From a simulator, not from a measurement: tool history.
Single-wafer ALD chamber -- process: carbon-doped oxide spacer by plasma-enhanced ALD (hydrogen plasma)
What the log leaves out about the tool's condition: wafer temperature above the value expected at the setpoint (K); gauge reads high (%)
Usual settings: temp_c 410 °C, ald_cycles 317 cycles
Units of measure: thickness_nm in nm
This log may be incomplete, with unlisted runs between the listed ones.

run,hour,temp_c,ald_cycles,wafers since the last listed run,hours since the last thermocouple change,hours since the gauge calibration,"read-back reference wafer on the same gauge, thickness_nm",thickness_nm
1,0.0,410,317,0,1622.2,1007.9,13.945,16.180
2,28.8,410,317,48,1651.0,1036.7,13.950,16.211
3,99.7,410,317,119,1721.9,1107.6,13.958,16.137
4,141.1,410,317,69,1763.3,1149.0,13.942,16.099
5,175.7,410,317,58,1797.9,1183.6,13.957,16.147
6,208.0,410,317,54,1830.2,1215.9,13.943,16.173
7,268.0,410,317,101,1890.2,1275.9,13.969,16.191
8,324.8,410,317,96,1947.0,1332.7,13.966,16.218
9,394.5,410,317,117,2016.7,1402.4,13.987,16.151
10,439.9,410,272,76,2062.1,1447.8,13.970,13.912
11,494.3,410,317,91,2116.5,1502.2,13.981,16.173
12,529.2,410,317,59,2151.4,1537.1,13.981,16.206
13,557.9,419,317,48,2180.1,1565.8,13.977,15.818
14,615.7,419,317,97,2237.9,1623.6,13.966,15.812
15,660.3,419,317,75,2282.5,1668.2,13.986,15.800
16,714.4,410,317,91,2336.6,1722.3,13.980,16.181
17,761.3,410,317,79,2383.5,1769.2,13.977,16.239
# hour 824.1: thermocouple changed; heater temperature recalibrated
18,824.6,410,317,93,0.5,1832.5,13.980,16.158
19,870.4,420,317,77,46.3,1878.3,13.979,15.738
20,896.6,410,317,44,72.5,1904.5,13.976,16.218
21,961.5,410,317,109,137.4,1969.4,13.991,16.212
22,993.6,410,317,54,169.5,2001.5,14.002,16.235
23,1046.8,415,256,89,222.7,2054.7,13.989,12.897
24,1108.2,423,317,103,284.1,2116.1,13.998,15.649
25,1166.7,420,317,98,342.6,2174.6,14.007,15.850
26,1228.5,410,317,104,404.4,2236.4,14.018,16.270
27,1441.4,410,317,359,617.3,2449.3,14.004,16.241
28,1469.5,422,317,47,645.4,2477.4,14.028,15.707
29,1517.8,418,281,81,693.7,2525.7,14.033,14.139
# hour 1535.7: gauge calibrated
30,1553.7,403,355,60,729.6,18.0,13.900,18.326
31,1610.4,421,364,95,786.3,74.7,13.901,17.925
32,1678.2,418,345,114,854.1,142.5,13.897,17.109
33,1713.0,406,259,58,888.9,177.3,13.915,13.318
34,1871.4,416,345,267,1047.3,335.7,13.912,17.276
35,1922.6,404,283,86,1098.5,386.9,13.907,14.658
36,1957.7,410,317,59,1133.6,422.0,13.911,16.035
37,2011.1,395,286,90,1187.0,475.4,13.929,15.043
38,2071.3,410,317,101,1247.2,535.6,13.916,16.070
39,2109.0,397,376,63,1284.9,573.3,13.941,19.666
40,2141.4,424,299,54,1317.3,605.7,13.925,14.631
41,2187.9,401,279,78,1363.8,652.2,13.916,14.568
42,2245.9,397,376,98,1421.8,710.2,13.954,19.739
43,2303.5,400,374,97,1479.4,767.8,13.933,19.546
44,2372.7,422,292,117,1548.6,837.0,13.950,14.319
45,2435.5,410,317,106,1611.4,899.8,13.918,16.156
46,2503.8,421,282,115,1679.7,968.1,13.950,13.998

Hidden state or all else? Some run-to-run changes of thickness_nm, split into what the settings, what came in and random variation would give without the hidden state, and what is left for the hidden state (with any gauge scatter that isn't in both results):
Run 22 -> 23: temp_c 410 -> 415, ald_cycles 317 -> 256. thickness_nm -3.338 nm: hidden state -0.020, all else -3.318.
Run 23 -> 24: temp_c 415 -> 423, ald_cycles 256 -> 317. thickness_nm +2.752 nm: hidden state +0.024, all else +2.728.
Run 29 -> 30: temp_c 418 -> 403, ald_cycles 281 -> 355, gauge calibrated. thickness_nm +4.187 nm: hidden state -0.135, all else +4.322.
Run 39 -> 40: temp_c 397 -> 424, ald_cycles 376 -> 299. thickness_nm -5.035 nm: hidden state -0.007, all else -5.028.
Run 41 -> 42: temp_c 401 -> 397, ald_cycles 279 -> 376. thickness_nm +5.171 nm: hidden state +0.014, all else +5.157.
Run 43 -> 44: temp_c 400 -> 422, ald_cycles 374 -> 292. thickness_nm -5.227 nm: hidden state -0.009, all else -5.218.
